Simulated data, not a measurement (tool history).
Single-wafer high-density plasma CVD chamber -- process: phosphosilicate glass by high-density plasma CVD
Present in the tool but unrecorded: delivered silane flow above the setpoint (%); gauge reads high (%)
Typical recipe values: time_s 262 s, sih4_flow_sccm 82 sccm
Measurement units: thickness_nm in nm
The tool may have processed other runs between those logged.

run     day  time_s  sih4_flow_sccm  wafers since the last listed run  hours since the silane flow controller was replaced  hours since the gauge calibration  read-back reference wafer on the same gauge, thickness_nm  thickness_nm
  1       0     262              91                                 0                                               3628.5                              345.6                                                   1987.247      2504.645
  2   1.133     262              82                               262                                               3655.7                              372.8                                                   1986.586      2258.906
  3   2.504     262              82                               317                                               3688.6                              405.7                                                   1986.543      2258.602
  4   3.992     262              82                               344                                               3724.3                              441.4                                                   1979.955      2233.298
  5   6.088     262              82                               486                                               3774.6                              491.7                                                   1977.544      2241.869
  6   8.958     262              82                               665                                               3843.5                              560.6                                                    1977.67      2229.706
  7  10.554     262              93                               370                                               3881.8                              598.9                                                   1970.885       2543.56
  8  12.129     262              93                               365                                               3919.6                              636.7                                                    1971.29      2522.256
  9  14.717     262              71                               600                                               3981.7                              698.8                                                   1967.566       1921.47
 10  16.071     262              71                               314                                               4014.2                              731.3                                                   1967.568      1934.021
 11  19.054     262              71                               691                                               4085.8                              802.9                                                   1963.797      1917.247
 12  20.888     262              82                               425                                               4129.8                              846.9                                                   1962.954      2219.579
 13  23.712     295              76                               655                                               4197.6                              914.7                                                   1961.167       2306.88
 14  26.162     295              76                               568                                               4256.4                              973.5                                                   1958.981      2315.426
 15  28.162     282              76                               463                                               4304.4                             1021.5                                                   1955.599      2202.155
 16  29.342     262              82                               273                                               4332.7                             1049.8                                                   1953.574      2227.585
 17  32.142     262              88                               649                                               4399.9                               1117                                                   1951.198      2351.864
 18  33.517     237              72                               318                                               4432.9                               1150                                                   1951.791      1732.267
 19  35.104     262              82                               368                                                 4471                             1188.1                                                    1949.11      2179.693
 20  37.933     262              77                               656                                               4538.9                               1256                                                   1942.337      2050.925
     38.829  -- gauge calibrated
     39.333  -- silane flow controller replaced
 21  40.025     295              91                               407                                                 16.6                               28.7                                                   1988.389      2816.746
 22  41.179     238              88                               267                                                 44.3                               56.4                                                   1983.923      2206.015
 23  44.004     262              76                               655                                                112.1                              124.2                                                   1989.603      2077.052
 24  45.821     217              78                               421                                                155.7                              167.8                                                   1981.418      1761.369
 25   48.15     217              76                               540                                                211.6                              223.7                                                   1977.452      1713.339
 26  49.412     212              67                               292                                                241.9                                254                                                    1975.41      1473.235

Run 27 has not been measured yet. What should we expect?
 27  52.321     262              86                               674                                                311.7                              323.8                                                          ?             ?

{"run 27": {"read-back reference wafer on the same gauge, thickness_nm": 1974.389, "thickness_nm": 2342.533}}
Were there no unlogged condition in the tool, this run, its random variation unchanged, would have produced thickness_nm 2372.714 nm.

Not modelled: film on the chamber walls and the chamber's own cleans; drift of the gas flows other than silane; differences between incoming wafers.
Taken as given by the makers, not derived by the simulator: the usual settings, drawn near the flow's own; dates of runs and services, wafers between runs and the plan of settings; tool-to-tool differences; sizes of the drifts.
